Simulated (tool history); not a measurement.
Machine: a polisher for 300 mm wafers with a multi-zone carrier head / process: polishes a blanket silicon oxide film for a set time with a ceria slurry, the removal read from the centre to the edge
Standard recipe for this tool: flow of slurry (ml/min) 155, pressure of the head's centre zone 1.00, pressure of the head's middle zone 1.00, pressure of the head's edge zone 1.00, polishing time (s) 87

run   hour  flow of slurry (ml/min)  pressure of the head's centre zone  pressure of the head's middle zone  pressure of the head's edge zone  polishing time (s)  wafers since the last listed run  wafers polished on this pad  hours since the slurry nozzle was cleaned  hours since the centre zone pressure was calibrated  hours since the edge zone pressure was calibrated  hours since the carrier head's membrane was replaced  incoming thickness of the incoming film, nm  film removed at the wafer's centre (Å)  film removed at mid-radius (Å)  film removed at the wafer's edge (Å)
  1    0.0                      155                                1.00                                1.00                              1.00                 110                                 0                          832                                      512.6                                                349.4                                              654.7                                                 950.8                                        992.4                                    4387                            4376                                  4757
       6.4  -- worn pad replaced by a new one
  2   17.1                      155                                1.00                                1.00                              1.00                  87                                80                           65                                      529.7                                                366.5                                              671.8                                                 967.9                                       1001.5                                    3440                            3558                                  3719
  3   25.3                      155                                1.00                                1.00                              1.00                  87                                50                          115                                      537.9                                                374.7                                              680.0                                                 976.1                                       1009.3                                    3491                            3479                                  3754
  4   39.3                      155                                1.00                                1.00                              1.00                  87                                86                          202                                      551.9                                                388.7                                              694.0                                                 990.1                                        998.5                                    3434                            3517                                  3690
  5   54.8                      155                                0.96                                1.00                              1.00                  97                                95                          297                                      567.4                                                404.2                                              709.5                                                1005.6                                        969.2                                    3622                            3909                                  4101
  6   62.5                      155                                1.00                                0.90                              1.00                 102                                47                          344                                      575.1                                                411.9                                              717.2                                                1013.3                                        992.8                                    3924                            3714                                  4344
  7   76.5                      155                                1.00                                1.00                              1.00                 110                                86                          430                                      589.1                                                425.9                                              731.2                                                1027.3                                        993.2                                    4212                            4375                                  4628
  8   86.9                      155                                1.00                                1.00                              1.00                 114                                63                          494                                      599.5                                                436.3                                              741.6                                                1037.7                                        991.2                                    4359                            4397                                  4786
      90.3  -- slurry nozzle cleaned
  9   98.9                      155                                0.96                                1.00                              1.00                  97                                67                          562                                        8.6                                                448.3                                              753.6                                                1049.7                                        997.0                                    3985                            4242                                  4307
 10  107.2                      155                                1.00                                1.00                              1.00                  87                                51                          613                                       16.9                                                456.6                                              761.9                                                1058.0                                        989.0                                    3839                            3731                                  3859
 11  123.6                      155                                1.00                                0.97                              1.07                  97                               100                          713                                       33.3                                                473.0                                              778.3                                                1074.4                                        988.5                                    4183                            4192                                  4524
     139.6  -- worn pad replaced by a new one
     140.5  -- carrier head's membrane replaced by a new one
 12  149.0                      155                                0.96                                0.92                              1.00                  87                               125                           52                                       58.7                                                498.4                                              803.7                                                   8.5                                        988.2                                    3603                            3468                                  3916
 13  164.0                      170                                1.06                                0.88                              1.00                  65                                92                          144                                       73.7                                                513.4                                              818.7                                                  23.5                                        996.7                                    3082                            2568                                  2962
     168.5  -- centre zone pressure recalibrated
     172.2  -- edge zone pressure recalibrated
 14  176.1                      200                                0.91                                1.00                              1.00                  87                                49                          194                                       85.8                                                  7.6                                                3.9                                                  35.6                                        981.0                                    3578                            3895                                  4025
 15  185.1                      155                                1.00                                1.00                              1.00                  87                                55                          249                                       94.8                                                 16.6                                               12.9                                                  44.6                                       1004.7                                    3722                            3788                                  3962
 16  197.3                      155                                1.00                                1.00                              1.00                  87                                74                          324                                      107.0                                                 28.8                                               25.1                                                  56.8                                        987.4                                    3736                            3802                                  3935
 17  214.5                      155                                1.00                                1.00                              1.00                 110                               105                          430                                      124.2                                                 46.0                                               42.3                                                  74.0                                        995.6                                    4699                            4824                                  4978
 18  228.7                      155                                1.00                                1.00                              0.92                  67                                87                          517                                      138.4                                                 60.2                                               56.5                                                  88.2                                        982.5                                    2932                            2853                                  2879
 19  235.2                      125                                0.91                                1.00                              1.00                  70                                39                          557                                      144.9                                                 66.7                                               63.0                                                  94.7                                        973.2                                    2591                            2898                                  3108
 20  252.9                      155                                1.00                                1.00                              1.00                  87                               108                          666                                      162.6                                                 84.4                                               80.7                                                 112.4                                        972.9                                    3770                            3784                                  3838
 21  261.2                      155                                0.91                                1.00                              1.00                  87                                51                          717                                      170.9                                                 92.7                                               89.0                                                 120.7                                        997.5                                    3388                            3786                                  3919

Run by run, hidden condition taken away, random variation retained:
The hidden state here: removal rate lost through wear of the pad, %; slurry flow missing at the pad, %; deviation of the centre zone's pressure from its setpoint, %; deviation of the edge zone's pressure from its setpoint, %.
run  film removed at the wafer's centre (Å)  film removed at mid-radius (Å)  film removed at the wafer's edge (Å)
  1                                    4797                            4734                                  5028
  2                                    3790                            3875                                  3948
  3                                    3861                            3802                                  3995
  4                                    3824                            3866                                  3943
  5                                    4067                            4328                                  4403
  6                                    4425                            4127                                  4676
  7                                    4790                            4897                                  5006
  8                                    4989                            4951                                  5197
  9                                    4055                            4308                                  4355
 10                                    3907                            3790                                  3902
 11                                    4258                            4258                                  4576
 12                                    3670                            3525                                  3962
 13                                    3135                            2607                                  2995
 14                                    3631                            3947                                  4065
 15                                    3796                            3854                                  4011
 16                                    3813                            3870                                  3985
 17                                    4799                            4915                                  5046
 18                                    2998                            2909                                  2920
 19                                    2664                            2970                                  3162
 20                                    3861                            3865                                  3897
 21                                    3473                            3869                                  3980
